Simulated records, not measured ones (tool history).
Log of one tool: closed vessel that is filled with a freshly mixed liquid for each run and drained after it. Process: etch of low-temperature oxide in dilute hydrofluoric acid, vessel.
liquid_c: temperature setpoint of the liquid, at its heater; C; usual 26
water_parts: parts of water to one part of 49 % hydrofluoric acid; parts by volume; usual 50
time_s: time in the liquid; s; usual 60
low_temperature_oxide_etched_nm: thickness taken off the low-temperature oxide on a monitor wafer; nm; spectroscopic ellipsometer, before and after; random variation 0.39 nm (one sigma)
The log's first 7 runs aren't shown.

run     day  liquid_c  water_parts  time_s  read-back film thickness of the low-temperature oxide reference wafer, read on the same gauge (nm)  low_temperature_oxide_etched_nm
  8       5        26           70      40                                                                                               59.98                            25.63
  9   5.483        26           70      40                                                                                               59.99                            25.81
 10   6.067        26           50      60                                                                                               59.98                            55.51
 11   6.433        26           50      60                                                                                               60.01                             55.2
      6.638  -- gauge calibrated
 12   6.738        26           50      60                                                                                               59.99                            55.37
 13   7.371        26           45      60                                                                                               60.02                            61.51
 14   7.671        26           30      75                                                                                               60.02                           118.38
 15   7.996        29           40      60                                                                                               60.01                            79.82
 16   8.967        26           55      60                                                                                               59.99                            49.99
 17   9.788        26           50      60                                                                                               59.98                            55.84
     10.067  -- hydrofluoric acid flow meter replaced
 18    10.4        26           50      60                                                                                               60.03                            49.67
       10.5  -- thermometer replaced
 19  10.858      21.5           75      30                                                                                               59.99                            13.41
 20  11.542        21           50      85                                                                                               59.99                            57.42
 21  12.279        26           70      40                                                                                                  60                            23.08

Run 22 comes next. What will it give?
 22  12.546      23.5           75      60                                                                                                   ?                                ?

{"run 22": {"read-back film thickness of the low-temperature oxide reference wafer, read on the same gauge (nm)": 60.02, "low_temperature_oxide_etched_nm": 29.5}}
Without the tool's hidden state the same run would have given low_temperature_oxide_etched_nm 28.93 nm.
